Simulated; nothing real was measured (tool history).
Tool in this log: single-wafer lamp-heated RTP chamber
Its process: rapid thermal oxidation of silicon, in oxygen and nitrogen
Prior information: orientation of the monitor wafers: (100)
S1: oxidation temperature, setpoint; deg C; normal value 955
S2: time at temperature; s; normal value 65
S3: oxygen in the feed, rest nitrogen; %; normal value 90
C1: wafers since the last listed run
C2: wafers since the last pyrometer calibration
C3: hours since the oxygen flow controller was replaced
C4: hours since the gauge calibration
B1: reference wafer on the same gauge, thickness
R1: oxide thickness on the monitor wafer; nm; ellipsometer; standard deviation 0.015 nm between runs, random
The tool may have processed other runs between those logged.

Run 1, hour 0: usual settings; C1 0; C2 4398; C3 5776.5; C4 127.7; B1 4.223. Result: R1 4.507 nm.
Run 2, hour 84.2: usual settings; C1 408; C2 4807; C3 5860.7; C4 211.9; B1 4.219. Result: R1 4.545 nm.
At hour 187: pyrometer window cleaned and pyrometer calibrated.
Run 3, hour 187.5: usual settings; C1 462; C2 2; C3 5964; C4 315.2; B1 4.224. Result: R1 4.542 nm.
Run 4, hour 266.9: usual settings; C1 385; C2 388; C3 6043.4; C4 394.6; B1 4.216. Result: R1 4.529 nm.
Run 5, hour 360.7: usual settings; C1 455; C2 843; C3 6137.2; C4 488.4; B1 4.217. Result: R1 4.554 nm.
Run 6, hour 588.7: usual settings; C1 1106; C2 1950; C3 6365.2; C4 716.4; B1 4.222. Result: R1 4.503 nm.
Run 7, hour 684.9: usual settings; C1 467; C2 2417; C3 6461.4; C4 812.6; B1 4.216. Result: R1 4.544 nm.
Run 8, hour 734.3: usual settings; C1 239; C2 2657; C3 6510.8; C4 862; B1 4.219. Result: R1 4.525 nm.
Run 9, hour 824.1: usual settings; C1 436; C2 3093; C3 6600.6; C4 951.8; B1 4.217. Result: R1 4.531 nm.
Run 10, hour 887.9: usual settings; C1 309; C2 3403; C3 6664.4; C4 1015.6; B1 4.222. Result: R1 4.545 nm.
At hour 922: gauge calibrated.
Run 11, hour 951.6: usual settings; C1 309; C2 3712; C3 6728.1; C4 29.6; B1 4.22. Result: R1 4.536 nm.
Run 12, hour 1033.3: usual settings; C1 396; C2 4109; C3 6809.8; C4 111.3; B1 4.222. Result: R1 4.518 nm.
Run 13, hour 1098.2: usual settings but S1 932 deg C, S3 67 %; C1 315; C2 4424; C3 6874.7; C4 176.2; B1 4.222. Result: R1 3.562 nm.
Run 14, hour 1152.3: usual settings but S1 947 deg C, S2 43 s, S3 98 %; C1 262; C2 4686; C3 6928.8; C4 230.3; B1 4.219. Result: R1 3.746 nm.
Run 15, hour 1196.6: usual settings but S2 41 s, S3 70 %; C1 215; C2 4901; C3 6973.1; C4 274.6; B1 4.223. Result: R1 3.532 nm.
At hour 1248: pyrometer window cleaned and pyrometer calibrated.
At hour 1255.5: oxygen flow controller replaced.
Run 16, hour 1296.8: usual settings; C1 411; C2 200; C3 41.3; C4 374.8; B1 4.227. Result: R1 4.52 nm.
Run 17, hour 1399.9: usual settings; C1 500; C2 701; C3 144.4; C4 477.9; B1 4.218. Result: R1 4.504 nm.
Run 18, hour 1444.1: usual settings; C1 214; C2 915; C3 188.6; C4 522.1; B1 4.217. Result: R1 4.521 nm.
Run 19, hour 1546.3: usual settings but S1 985 deg C, S3 98 %; C1 496; C2 1412; C3 290.8; C4 624.3; B1 4.225. Result: R1 5.8 nm.
Run 20, hour 1615.2: usual settings but S2 76 s; C1 334; C2 1746; C3 359.7; C4 693.2; B1 4.225. Result: R1 4.834 nm.
Run 21, hour 1704.6: usual settings but S1 973 deg C, S2 42 s, S3 65 %; C1 434; C2 2180; C3 449.1; C4 782.6; B1 4.218. Result: R1 3.929 nm.
Run 22, hour 1782: usual settings but S1 925 deg C, S2 77 s, S3 78 %; C1 375; C2 2556; C3 526.5; C4 860; B1 4.22. Result: R1 3.766 nm.
Run 23, hour 1837.9: usual settings but S1 943 deg C, S2 84 s, S3 82 %; C1 271; C2 2827; C3 582.4; C4 915.9; B1 4.224. Result: R1 4.45 nm.
At hour 1857.5: gauge calibrated.
Run 24, hour 1919.7: usual settings but S2 56 s, S3 98 %; C1 397; C2 3225; C3 664.2; C4 62.2; B1 4.22. Result: R1 4.345 nm.

5 options for the next run, each taken on its own from the tool as it stands now. Forecast them:
Run A, hour 1920.2: usual settings; C1 2; C2 3227; C3 664.7; C4 62.7; B1 ?. Result: R1 ?.
Run B, hour 1920.2: usual settings but S2 45 s; C1 2; C2 3227; C3 664.7; C4 62.7; B1 ?. Result: R1 ?.
Run C, hour 1920.2: usual settings but S1 931 deg C, S2 75 s; C1 2; C2 3227; C3 664.7; C4 62.7; B1 ?. Result: R1 ?.
Run D, hour 1920.2: usual settings but S2 45 s, S3 72 %; C1 2; C2 3227; C3 664.7; C4 62.7; B1 ?. Result: R1 ?.
Run E, hour 1920.2: usual settings but S3 98 %; C1 2; C2 3227; C3 664.7; C4 62.7; B1 ?. Result: R1 ?.

run     B1     R1
  A  4.218  4.522
  B  4.218  3.913
  C  4.218  4.047
  D  4.218  3.676
  E  4.218  4.646
Without the tool's unlogged condition, the same runs would have read:
run     R1
  A  4.522
  B  3.913
  C  4.047
  D  3.676
  E  4.646
